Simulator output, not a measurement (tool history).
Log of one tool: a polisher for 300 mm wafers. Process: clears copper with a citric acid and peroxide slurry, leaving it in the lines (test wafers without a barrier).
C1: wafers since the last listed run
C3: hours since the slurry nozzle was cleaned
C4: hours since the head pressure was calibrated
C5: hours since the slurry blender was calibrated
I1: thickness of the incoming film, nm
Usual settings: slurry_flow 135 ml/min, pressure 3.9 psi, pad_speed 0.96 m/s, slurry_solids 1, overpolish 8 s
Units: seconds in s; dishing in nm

Run 1, hour 0: usual settings but pad_speed 0.86 m/s, overpolish 11 s; C1 0; wafers polished on this pad 1398; C3 65.2; C4 1010.7; C5 49.5; I1 354.1. Result: seconds 135.2 s, dishing 19.8 nm.
At hour 16.5: worn pad replaced by a new one.
Run 2, hour 33.3: usual settings; C1 298; wafers polished on this pad 171; C3 98.5; C4 1044; C5 82.8; I1 343.8. Result: seconds 116.9 s, dishing 16.3 nm.
Run 3, hour 57.9: usual settings; C1 250; wafers polished on this pad 421; C3 123.1; C4 1068.6; C5 107.4; I1 356.2. Result: seconds 121.4 s, dishing 17.1 nm.
Run 4, hour 78.7: usual settings; C1 211; wafers polished on this pad 633; C3 143.9; C4 1089.4; C5 128.2; I1 345.2. Result: seconds 119.2 s, dishing 16.9 nm.
Run 5, hour 112.4: usual settings but slurry_flow 155 ml/min, slurry_solids 0.8; C1 343; wafers polished on this pad 977; C3 177.6; C4 1123.1; C5 161.9; I1 346. Result: seconds 123.2 s, dishing 16 nm.
At hour 130.7: slurry nozzle cleaned.
Run 6, hour 131.2: usual settings but slurry_flow 155 ml/min, slurry_solids 0.8; C1 181; wafers polished on this pad 1158; C3 0.5; C4 1141.9; C5 180.7; I1 356.6. Result: seconds 123.8 s, dishing 16.5 nm.
At hour 144.9: head pressure recalibrated.
Run 7, hour 153.7: usual settings; C1 208; wafers polished on this pad 1367; C3 23; C4 8.8; C5 203.2; I1 345.2. Result: seconds 115.5 s, dishing 17.4 nm.
At hour 179.2: worn pad replaced by a new one.
Run 8, hour 185.3: usual settings; C1 281; wafers polished on this pad 62; C3 54.6; C4 40.4; C5 234.8; I1 345.4. Result: seconds 112.1 s, dishing 17 nm.
Run 9, hour 199.9: usual settings; C1 148; wafers polished on this pad 210; C3 69.2; C4 55; C5 249.4; I1 350.8. Result: seconds 114.7 s, dishing 17.6 nm.
At hour 225.2: slurry blender recalibrated.
Run 10, hour 226.3: usual settings but slurry_flow 155 ml/min; C1 248; wafers polished on this pad 459; C3 95.6; C4 81.4; C5 1.1; I1 346.7. Result: seconds 109.7 s, dishing 18.4 nm.
Run 11, hour 248.4: usual settings but slurry_flow 95 ml/min, pressure 4.9 psi, pad_speed 1.12 m/s; C1 225; wafers polished on this pad 684; C3 117.7; C4 103.5; C5 23.2; I1 347.6. Result: seconds 81.3 s, dishing 23.7 nm.
Run 12, hour 263.2: usual settings but pressure 3.4 psi, pad_speed 1.14 m/s; C1 150; wafers polished on this pad 835; C3 132.5; C4 118.3; C5 38; I1 352.3. Result: seconds 107.2 s, dishing 18.5 nm.
At hour 265.9: head pressure recalibrated, repeated, since the last time left the tool worse.
Run 13, hour 297.3: usual settings; C1 327; wafers polished on this pad 1162; C3 166.6; C4 31.4; C5 72.1; I1 350.8. Result: seconds 127.8 s, dishing 15 nm.
Run 14, hour 332.8: usual settings; C1 361; wafers polished on this pad 1524; C3 202.1; C4 66.9; C5 107.6; I1 347.7. Result: seconds 125.3 s, dishing 15.6 nm.
At hour 349.2: worn pad replaced by a new one.
At hour 359.7: slurry nozzle cleaned.
Run 15, hour 365.8: usual settings; C1 285; wafers polished on this pad 158; C3 6.1; C4 99.9; C5 140.6; I1 350.2. Result: seconds 126.6 s, dishing 15.5 nm.
Run 16, hour 384.1: usual settings but overpolish 10 s; C1 186; wafers polished on this pad 345; C3 24.4; C4 118.2; C5 158.9; I1 351. Result: seconds 124.9 s, dishing 19.5 nm.
Run 17, hour 408.1: usual settings but pressure 2.6 psi, slurry_solids 1.25; C1 244; wafers polished on this pad 589; C3 48.4; C4 142.2; C5 182.9; I1 349.3. Result: seconds 174.2 s, dishing 11.4 nm.
Run 18, hour 441.5: usual settings; C1 340; wafers polished on this pad 930; C3 81.8; C4 175.6; C5 216.3; I1 357.2. Result: seconds 126.9 s, dishing 16 nm.
Run 19, hour 467: usual settings but overpolish 11 s; C1 259; wafers polished on this pad 1189; C3 107.3; C4 201.1; C5 241.8; I1 345.2. Result: seconds 125 s, dishing 22 nm.
At hour 485.6: slurry blender recalibrated.
Run 20, hour 497.6: usual settings but pressure 2.6 psi, pad_speed 1.08 m/s; C1 291; wafers polished on this pad 1481; C3 137.9; C4 231.7; C5 12; I1 353.2. Result: seconds 162.8 s, dishing 11.9 nm.
Run 21, hour 526.6: usual settings but pressure 3.3 psi, slurry_solids 0.8; C1 295; wafers polished on this pad 1777; C3 166.9; C4 260.7; C5 41; I1 347.7. Result: seconds 154.3 s, dishing 13.2 nm.
At hour 542.3: worn pad replaced by a new one.
Run 22, hour 560.4: usual settings but slurry_flow 105 ml/min, overpolish 11 s; C1 303; wafers polished on this pad 184; C3 200.7; C4 294.5; C5 74.8; I1 350.4. Result: seconds 127.8 s, dishing 20.6 nm.
At hour 586.4: slurry nozzle cleaned.
Run 23, hour 586.9: usual settings but slurry_flow 125 ml/min, slurry_solids 1.25; C1 259; wafers polished on this pad 444; C3 0.5; C4 321; C5 101.3; I1 352.7. Result: seconds 116.3 s, dishing 17 nm.
Run 24, hour 613.1: usual settings but pressure 2.6 psi, pad_speed 1.1 m/s, slurry_solids 0.85; C1 267; wafers polished on this pad 711; C3 26.7; C4 347.2; C5 127.5; I1 344.4. Result: seconds 160.6 s, dishing 11.6 nm.
Run 25, hour 629.2: usual settings; C1 164; wafers polished on this pad 875; C3 42.8; C4 363.3; C5 143.6; I1 350.9. Result: seconds 121.9 s, dishing 16.2 nm.
Run 26, hour 653.6: usual settings but slurry_flow 95 ml/min, pad_speed 1.18 m/s; C1 248; wafers polished on this pad 1124; C3 67.2; C4 387.7; C5 168; I1 352.4. Result: seconds 106.6 s, dishing 18.4 nm.
Run 27, hour 680.5: usual settings but slurry_solids 1.15, overpolish 6 s; C1 274; wafers polished on this pad 1398; C3 94.1; C4 414.6; C5 194.9; I1 345.6. Result: seconds 114.9 s, dishing 12.6 nm.

Forecast each of these 5 alternatives for the next run:
Run A, hour 681: usual settings; C1 5; wafers polished on this pad 1403; C3 94.6; C4 415.1; C5 195.4; I1 353.4. Result: seconds ?, dishing ?.
Run B, hour 681: usual settings but pressure 5.1 psi; C1 5; wafers polished on this pad 1403; C3 94.6; C4 415.1; C5 195.4; I1 353.4. Result: seconds ?, dishing ?.
Run C, hour 681: usual settings but pressure 5.2 psi, slurry_solids 1.3; C1 5; wafers polished on this pad 1403; C3 94.6; C4 415.1; C5 195.4; I1 353.4. Result: seconds ?, dishing ?.
Run D, hour 681: usual settings but slurry_solids 1.2, overpolish 5 s; C1 5; wafers polished on this pad 1403; C3 94.6; C4 415.1; C5 195.4; I1 353.4. Result: seconds ?, dishing ?.
Run E, hour 681: usual settings but pressure 2.8 psi, pad_speed 1.24 m/s, slurry_solids 0.7, overpolish 3 s; C1 5; wafers polished on this pad 1403; C3 94.6; C4 415.1; C5 195.4; I1 353.4. Result: seconds ?, dishing ?.

run  seconds  dishing
  A    121.3     16.1
  B     93.1     20.7
  C     85.6     22.5
  D    115.9     10.7
  E    142.8      5.3
Without the tool's hidden state the same runs would have given:
run  seconds  dishing
  A    128.5     15.2
  B     98.7     19.6
  C     90.7     21.3
  D    122.8     10.1
  E    151.3        5

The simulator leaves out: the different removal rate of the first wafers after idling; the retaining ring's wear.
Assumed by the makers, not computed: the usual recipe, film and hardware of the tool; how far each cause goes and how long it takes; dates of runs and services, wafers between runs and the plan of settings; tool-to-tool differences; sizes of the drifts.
